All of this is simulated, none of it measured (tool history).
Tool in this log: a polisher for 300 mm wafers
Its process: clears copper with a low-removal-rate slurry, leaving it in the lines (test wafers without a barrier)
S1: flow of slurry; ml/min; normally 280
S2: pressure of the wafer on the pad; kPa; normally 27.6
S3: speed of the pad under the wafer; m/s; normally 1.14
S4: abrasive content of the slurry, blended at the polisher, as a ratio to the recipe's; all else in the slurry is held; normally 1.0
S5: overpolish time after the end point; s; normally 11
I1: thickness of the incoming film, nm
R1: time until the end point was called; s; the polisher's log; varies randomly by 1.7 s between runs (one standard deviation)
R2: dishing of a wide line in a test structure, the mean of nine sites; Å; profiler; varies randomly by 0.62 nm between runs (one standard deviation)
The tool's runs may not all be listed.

run,day,S1,S2,S3,S4,S5,I1,R1,R2
1,0.000,280,27.6,1.14,1.0,11,590.7,124.0,422
2,0.533,280,27.6,1.14,1.0,9,577.5,123.5,343
3,0.883,280,27.6,1.14,1.0,9,590.2,128.8,346
4,1.454,280,27.6,1.14,1.0,11,584.7,130.2,409
5,2.188,280,27.6,1.14,1.0,11,587.2,127.7,403
# day 2.317: head pressure recalibrated
# day 2.575: worn pad replaced by a new one
6,2.625,280,27.6,1.14,1.0,11,593.0,123.6,441
# day 2.717: slurry blender recalibrated
7,2.921,280,27.6,1.14,1.0,11,576.6,116.2,434
8,3.629,280,27.6,1.14,1.0,6,582.7,123.0,240
9,4.033,345,27.6,1.14,1.2,11,585.5,119.7,439
10,4.454,210,32.4,0.92,1.0,8,587.4,140.9,286

Expected results for the next run?
11,4.858,380,22.1,0.78,1.0,8,590.3,?,?

For run 11 the tool returned R1 213.4 s, R2 192 Å.
Without the tool's hidden state the same run would have given R1 198.6 s, R2 205 Å.
